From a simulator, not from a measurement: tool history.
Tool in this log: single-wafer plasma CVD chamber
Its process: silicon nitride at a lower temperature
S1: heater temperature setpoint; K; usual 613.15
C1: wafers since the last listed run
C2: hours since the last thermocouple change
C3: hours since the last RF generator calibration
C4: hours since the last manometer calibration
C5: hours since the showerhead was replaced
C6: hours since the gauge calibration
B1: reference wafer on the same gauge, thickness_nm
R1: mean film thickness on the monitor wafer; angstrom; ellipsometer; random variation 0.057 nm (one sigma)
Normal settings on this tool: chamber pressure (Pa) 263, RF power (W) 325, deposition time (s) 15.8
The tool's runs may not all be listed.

Run 1, hour 0: usual settings but deposition time (s) 14.6; C1 0; C2 1987.4; C3 1702.1; C4 565.6; C5 6064; C6 131.9; B1 24.884. Result: R1 190.4 angstrom.
Run 2, hour 15: usual settings but deposition time (s) 14.6; C1 286; C2 2002.4; C3 1717.1; C4 580.6; C5 6079; C6 146.9; B1 24.914. Result: R1 190.31 angstrom.
Run 3, hour 26.7: usual settings; C1 223; C2 2014.1; C3 1728.8; C4 592.3; C5 6090.7; C6 158.6; B1 24.9. Result: R1 205.54 angstrom.
Run 4, hour 33.1: usual settings; C1 122; C2 2020.5; C3 1735.2; C4 598.7; C5 6097.1; C6 165; B1 24.9. Result: R1 205.37 angstrom.
Run 5, hour 48.9: usual settings but RF power (W) 365; C1 302; C2 2036.3; C3 1751; C4 614.5; C5 6112.9; C6 180.8; B1 24.884. Result: R1 225.57 angstrom.
Run 6, hour 62: usual settings; C1 250; C2 2049.4; C3 1764.1; C4 627.6; C5 6126; C6 193.9; B1 24.911. Result: R1 205.96 angstrom.
Run 7, hour 68.1: usual settings but deposition time (s) 14.9; C1 116; C2 2055.5; C3 1770.2; C4 633.7; C5 6132.1; C6 200; B1 24.901. Result: R1 192.79 angstrom.
Run 8, hour 114.7: usual settings but deposition time (s) 14.9; C1 891; C2 2102.1; C3 1816.8; C4 680.3; C5 6178.7; C6 246.6; B1 24.916. Result: R1 192.92 angstrom.
At hour 122.7: gauge calibrated.
Run 9, hour 125.1: usual settings but deposition time (s) 14.9; C1 198; C2 2112.5; C3 1827.2; C4 690.7; C5 6189.1; C6 2.4; B1 24.892. Result: R1 191.62 angstrom.
Run 10, hour 141.3: usual settings but S1 609.15 K, deposition time (s) 14.1; C1 309; C2 2128.7; C3 1843.4; C4 706.9; C5 6205.3; C6 18.6; B1 24.898. Result: R1 182.92 angstrom.
At hour 172.7: RF generator calibrated.
Run 11, hour 173.2: usual settings but S1 609.15 K, deposition time (s) 14.1; C1 457; C2 2160.6; C3 0.5; C4 738.8; C5 6237.2; C6 50.5; B1 24.905. Result: R1 201.99 angstrom.
Run 12, hour 176: usual settings but S1 609.15 K, deposition time (s) 14.1; C1 53; C2 2163.4; C3 3.3; C4 741.6; C5 6240; C6 53.3; B1 24.886. Result: R1 201.85 angstrom.
Run 13, hour 190.5: usual settings; C1 277; C2 2177.9; C3 17.8; C4 756.1; C5 6254.5; C6 67.8; B1 24.9. Result: R1 225.16 angstrom.
At hour 203.1: showerhead replaced.
Run 14, hour 203.8: usual settings; C1 101; C2 2191.2; C3 31.1; C4 769.4; C5 0.7; C6 81.1; B1 24.893. Result: R1 225.72 angstrom.
Run 15, hour 219.3: usual settings; C1 296; C2 2206.7; C3 46.6; C4 784.9; C5 16.2; C6 96.6; B1 24.89. Result: R1 226.35 angstrom.
Run 16, hour 227.4: usual settings but S1 604.15 K, chamber pressure (Pa) 308; C1 154; C2 2214.8; C3 54.7; C4 793; C5 24.3; C6 104.7; B1 24.92. Result: R1 239.36 angstrom.
Run 17, hour 244.4: usual settings but S1 622.15 K, deposition time (s) 14.9; C1 325; C2 2231.8; C3 71.7; C4 810; C5 41.3; C6 121.7; B1 24.902. Result: R1 212.32 angstrom.
At hour 260.7: thermocouple changed; heater temperature recalibrated.
Run 18, hour 261.2: usual settings but deposition time (s) 14.6; C1 168; C2 0.5; C3 88.5; C4 826.8; C5 58.1; C6 138.5; B1 24.899. Result: R1 208.85 angstrom.
At hour 276.3: capacitance manometer re-zeroed and calibrated.
Run 19, hour 276.8: usual settings but chamber pressure (Pa) 203, RF power (W) 360; C1 145; C2 16.1; C3 104.1; C4 0.5; C5 73.7; C6 154.1; B1 24.913. Result: R1 208.93 angstrom.
Run 20, hour 284.3: usual settings but S1 599.15 K, chamber pressure (Pa) 325, RF power (W) 360, deposition time (s) 18.4; C1 143; C2 23.6; C3 111.6; C4 8; C5 81.2; C6 161.6; B1 24.914. Result: R1 304.06 angstrom.
Run 21, hour 295.4: usual settings but S1 624.15 K, chamber pressure (Pa) 239, deposition time (s) 18.1; C1 212; C2 34.7; C3 122.7; C4 19.1; C5 92.3; C6 172.7; B1 24.904. Result: R1 241.06 angstrom.
Run 22, hour 309.6: usual settings but S1 598.15 K, chamber pressure (Pa) 227, RF power (W) 280, deposition time (s) 17.3; C1 271; C2 48.9; C3 136.9; C4 33.3; C5 106.5; C6 186.9; B1 24.897. Result: R1 197.44 angstrom.
Run 23, hour 324.5: usual settings; C1 285; C2 63.8; C3 151.8; C4 48.2; C5 121.4; C6 201.8; B1 24.91. Result: R1 221.09 angstrom.
At hour 334.5: gauge calibrated.
Run 24, hour 341.1: usual settings; C1 317; C2 80.4; C3 168.4; C4 64.8; C5 138; C6 6.6; B1 24.905. Result: R1 220.56 angstrom.
Run 25, hour 351.5: usual settings but chamber pressure (Pa) 327, RF power (W) 355, deposition time (s) 13.6; C1 198; C2 90.8; C3 178.8; C4 75.2; C5 148.4; C6 17; B1 24.898. Result: R1 221.77 angstrom.
Run 26, hour 364.9: usual settings but S1 624.15 K, chamber pressure (Pa) 239; C1 256; C2 104.2; C3 192.2; C4 88.6; C5 161.8; C6 30.4; B1 24.898. Result: R1 209.55 angstrom.
Run 27, hour 382.6: usual settings but RF power (W) 290; C1 338; C2 121.9; C3 209.9; C4 106.3; C5 179.5; C6 48.1; B1 24.899. Result: R1 199.24 angstrom.

Here are 3 independent what-if runs from the current tool condition. What would each one return?
Run A, hour 383: usual settings but S1 601.15 K; C1 7; C2 122.3; C3 210.3; C4 106.7; C5 179.9; C6 48.5; B1 ?. Result: R1 ?.
Run B, hour 383: usual settings but S1 618.15 K, chamber pressure (Pa) 200, RF power (W) 340, deposition time (s) 18.4; C1 7; C2 122.3; C3 210.3; C4 106.7; C5 179.9; C6 48.5; B1 ?. Result: R1 ?.
Run C, hour 383: usual settings but S1 599.15 K; C1 7; C2 122.3; C3 210.3; C4 106.7; C5 179.9; C6 48.5; B1 ?. Result: R1 ?.

run      B1      R1
  A  24.897  221.72
  B  24.897   230.2
  C  24.897   221.9
With the hidden condition removed and each run's random variation left untouched, the same runs would have given:
run      R1
  A  221.53
  B  229.82
  C  221.71
